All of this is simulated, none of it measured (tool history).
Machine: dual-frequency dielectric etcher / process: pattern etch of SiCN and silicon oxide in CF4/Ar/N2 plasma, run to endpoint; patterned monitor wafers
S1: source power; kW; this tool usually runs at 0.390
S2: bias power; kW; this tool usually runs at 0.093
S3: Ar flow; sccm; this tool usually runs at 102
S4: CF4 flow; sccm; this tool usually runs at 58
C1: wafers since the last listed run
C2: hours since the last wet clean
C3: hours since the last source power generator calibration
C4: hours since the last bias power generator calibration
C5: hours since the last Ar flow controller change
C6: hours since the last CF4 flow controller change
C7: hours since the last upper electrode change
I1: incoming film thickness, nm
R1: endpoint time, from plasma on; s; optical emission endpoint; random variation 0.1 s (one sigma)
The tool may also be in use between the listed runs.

run 1 hour=0.0 | S1=0.310 S2=0.106 S3=102 S4=58 | C1=0 C2=253.5 C3=4132.4 C4=519.9 C5=3315.1 C6=4621.0 C7=1136.7 | I1=14.46 | R1=20.2
run 2 hour=73.2 | S1=0.310 S2=0.106 S3=102 S4=58 | C1=1457 C2=326.7 C3=4205.6 C4=593.1 C5=3388.3 C6=4694.2 C7=1209.9 | I1=14.42 | R1=19.8
-- hour=169.8 wet clean of the chamber
run 3 hour=170.3 | S1=0.330 S2=0.093 S3=102 S4=65 | C1=1455 C2=0.5 C3=4302.7 C4=690.2 C5=3485.4 C6=4791.3 C7=1307.0 | I1=14.37 | R1=20.3
run 4 hour=241.8 | S1=0.330 S2=0.093 S3=102 S4=65 | C1=1423 C2=72.0 C3=4374.2 C4=761.7 C5=3556.9 C6=4862.8 C7=1378.5 | I1=14.41 | R1=20.1
-- hour=293.2 source power generator calibrated
run 5 hour=346.8 | S1=0.330 S2=0.093 S3=102 S4=65 | C1=2011 C2=177.0 C3=53.6 C4=866.7 C5=3661.9 C6=4967.8 C7=1483.5 | I1=14.57 | R1=21.1
run 6 hour=394.4 | S1=0.390 S2=0.093 S3=102 S4=58 | C1=947 C2=224.6 C3=101.2 C4=914.3 C5=3709.5 C6=5015.4 C7=1531.1 | I1=14.31 | R1=17.2
run 7 hour=441.3 | S1=0.390 S2=0.093 S3=102 S4=58 | C1=934 C2=271.5 C3=148.1 C4=961.2 C5=3756.4 C6=5062.3 C7=1578.0 | I1=14.53 | R1=17.3
run 8 hour=525.4 | S1=0.390 S2=0.093 S3=102 S4=58 | C1=1674 C2=355.6 C3=232.2 C4=1045.3 C5=3840.5 C6=5146.4 C7=1662.1 | I1=14.41 | R1=16.9
-- hour=619.6 wet clean of the chamber
run 9 hour=620.1 | S1=0.330 S2=0.093 S3=102 S4=65 | C1=1408 C2=0.5 C3=326.9 C4=1140.0 C5=3935.2 C6=5241.1 C7=1756.8 | I1=14.32 | R1=20.7
run 10 hour=636.2 | S1=0.390 S2=0.093 S3=102 S4=58 | C1=320 C2=16.6 C3=343.0 C4=1156.1 C5=3951.3 C6=5257.2 C7=1772.9 | I1=14.44 | R1=17.4
run 11 hour=684.8 | S1=0.290 S2=0.093 S3=123 S4=49 | C1=967 C2=65.2 C3=391.6 C4=1204.7 C5=3999.9 C6=5305.8 C7=1821.5 | I1=14.46 | R1=26.3
-- hour=714.1 CF4 flow controller replaced
run 12 hour=779.9 | S1=0.490 S2=0.093 S3=102 S4=54 | C1=1774 C2=160.3 C3=486.7 C4=1299.8 C5=4095.0 C6=65.8 C7=1916.6 | I1=14.35 | R1=13.5
run 13 hour=864.5 | S1=0.390 S2=0.093 S3=102 S4=58 | C1=1684 C2=244.9 C3=571.3 C4=1384.4 C5=4179.6 C6=150.4 C7=2001.2 | I1=14.34 | R1=17.2
-- hour=943.8 bias power generator calibrated
run 14 hour=967.0 | S1=0.430 S2=0.093 S3=113 S4=58 | C1=1961 C2=347.4 C3=673.8 C4=23.2 C5=4282.1 C6=252.9 C7=2103.7 | I1=14.27 | R1=15.3
run 15 hour=1022.8 | S1=0.390 S2=0.093 S3=102 S4=58 | C1=1111 C2=403.2 C3=729.6 C4=79.0 C5=4337.9 C6=308.7 C7=2159.5 | I1=14.50 | R1=16.9
run 16 hour=1072.5 | S1=0.390 S2=0.093 S3=102 S4=58 | C1=989 C2=452.9 C3=779.3 C4=128.7 C5=4387.6 C6=358.4 C7=2209.2 | I1=14.39 | R1=16.6
run 17 hour=1116.2 | S1=0.310 S2=0.105 S3=115 S4=58 | C1=870 C2=496.6 C3=823.0 C4=172.4 C5=4431.3 C6=402.1 C7=2252.9 | I1=14.33 | R1=20.7
-- hour=1156.0 Ar flow controller replaced
-- hour=1180.3 wet clean of the chamber
run 18 hour=1180.8 | S1=0.480 S2=0.075 S3=102 S4=58 | C1=689 C2=0.5 C3=887.6 C4=237.0 C5=24.8 C6=466.7 C7=2317.5 | I1=14.49 | R1=15.6
-- hour=1229.9 upper electrode replaced
run 19 hour=1238.3 | S1=0.450 S2=0.093 S3=102 S4=46 | C1=667 C2=58.0 C3=945.1 C4=294.5 C5=82.3 C6=524.2 C7=8.4 | I1=14.35 | R1=15.1
run 20 hour=1300.8 | S1=0.390 S2=0.113 S3=102 S4=58 | C1=1244 C2=120.5 C3=1007.6 C4=357.0 C5=144.8 C6=586.7 C7=70.9 | I1=14.29 | R1=15.5
run 21 hour=1363.9 | S1=0.390 S2=0.093 S3=102 S4=69 | C1=1256 C2=183.6 C3=1070.7 C4=420.1 C5=207.9 C6=649.8 C7=134.0 | I1=14.39 | R1=16.7
run 22 hour=1463.3 | S1=0.390 S2=0.110 S3=102 S4=58 | C1=1979 C2=283.0 C3=1170.1 C4=519.5 C5=307.3 C6=749.2 C7=233.4 | I1=14.40 | R1=15.6
run 23 hour=1555.9 | S1=0.350 S2=0.093 S3=102 S4=47 | C1=1844 C2=375.6 C3=1262.7 C4=612.1 C5=399.9 C6=841.8 C7=326.0 | I1=14.37 | R1=19.3
run 24 hour=1612.2 | S1=0.290 S2=0.093 S3=102 S4=62 | C1=1121 C2=431.9 C3=1319.0 C4=668.4 C5=456.2 C6=898.1 C7=382.3 | I1=14.38 | R1=23.5
-- hour=1718.5 wet clean of the chamber
run 25 hour=1719.0 | S1=0.390 S2=0.093 S3=91 S4=58 | C1=1649 C2=0.5 C3=1425.8 C4=775.2 C5=563.0 C6=1004.9 C7=489.1 | I1=14.48 | R1=17.0

Each row is a separate what-if for the run after 25, all from the same tool condition, not one after another. Results?
run A hour=1719.4 | S1=0.390 S2=0.093 S3=86 S4=58 | C1=7 C2=0.9 C3=1426.2 C4=775.6 C5=563.4 C6=1005.3 C7=489.5 | I1=14.37 | R1=?
run B hour=1719.4 | S1=0.390 S2=0.093 S3=87 S4=58 | C1=7 C2=0.9 C3=1426.2 C4=775.6 C5=563.4 C6=1005.3 C7=489.5 | I1=14.37 | R1=?
run C hour=1719.4 | S1=0.350 S2=0.093 S3=102 S4=58 | C1=7 C2=0.9 C3=1426.2 C4=775.6 C5=563.4 C6=1005.3 C7=489.5 | I1=14.37 | R1=?

run=A R1=16.6
run=B R1=16.6
run=C R1=19.5
Without the tool's unlogged condition, the same runs would have read:
run=A R1=17.1
run=B R1=17.1
run=C R1=20.0
